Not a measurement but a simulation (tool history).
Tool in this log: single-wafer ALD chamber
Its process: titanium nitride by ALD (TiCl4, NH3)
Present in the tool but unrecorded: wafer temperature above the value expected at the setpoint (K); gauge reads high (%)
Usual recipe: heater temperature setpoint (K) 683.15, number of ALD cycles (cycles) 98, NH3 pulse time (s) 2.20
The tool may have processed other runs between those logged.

run     day  heater temperature setpoint (K)  number of ALD cycles (cycles)  NH3 pulse time (s)  wafers since the last listed run  hours since the last thermocouple change  hours since the showerhead was replaced  hours since the gauge calibration  read-back reference wafer on the same gauge, thickness_nm  mean film thickness on the monitor wafer (angstrom)
  1   0.000                           683.15                             98                2.20                                 0                                    2218.5                                   6441.0                               86.7                                                      2.488                                                21.93
  2   0.867                           683.15                             98                2.20                                38                                    2239.3                                   6461.8                              107.5                                                      2.490                                                22.00
  3   1.492                           683.15                             98                2.20                                27                                    2254.3                                   6476.8                              122.5                                                      2.489                                                22.12
  4   2.192                           683.15                             98                2.20                                31                                    2271.1                                   6493.6                              139.3                                                      2.491                                                21.99
  5   2.896                           683.15                             91                2.20                                31                                    2288.0                                   6510.5                              156.2                                                      2.490                                                20.45
  6   3.996                           676.15                             98                2.20                                48                                    2314.4                                   6536.9                              182.6                                                      2.489                                                21.88
  7   7.554                           691.15                             98                2.20                               157                                    2399.8                                   6622.3                              268.0                                                      2.491                                                22.13
      8.504  -- showerhead replaced
  8   8.558                           691.15                             98                2.20                                29                                    2423.9                                      1.3                              292.1                                                      2.491                                                22.06
      9.571  -- thermocouple changed; heater temperature recalibrated
  9   9.788                           674.15                            106                1.34                                39                                       5.2                                     30.8                              321.6                                                      2.490                                                23.39
 10  10.683                           683.15                             98                2.20                                39                                      26.7                                     52.3                              343.1                                                      2.490                                                22.05
     10.733  -- gauge calibrated
 11  11.438                           674.15                             98                2.20                                33                                      44.8                                     70.4                               16.9                                                      2.490                                                21.99
 12  12.262                           672.15                            109                2.20                                36                                      64.6                                     90.2                               36.7                                                      2.490                                                24.30
 13  12.854                           683.15                             98                1.82                                26                                      78.8                                    104.4                               50.9                                                      2.490                                                21.92
 14  13.475                           683.15                             98                2.20                                27                                      93.7                                    119.3                               65.8                                                      2.490                                                21.97
 15  14.317                           674.15                             98                2.83                                37                                     113.9                                    139.5                               86.0                                                      2.489                                                22.10
 16  15.371                           688.15                            104                1.75                                46                                     139.2                                    164.8                              111.3                                                      2.489                                                23.25
 17  16.504                           683.15                            111                1.64                                50                                     166.4                                    192.0                              138.5                                                      2.490                                                24.77

Give the tool's hidden conditions for every run:
wafer temperature above the value expected at the setpoint (K): 0 on each run
gauge reads high (%): 0 on each run
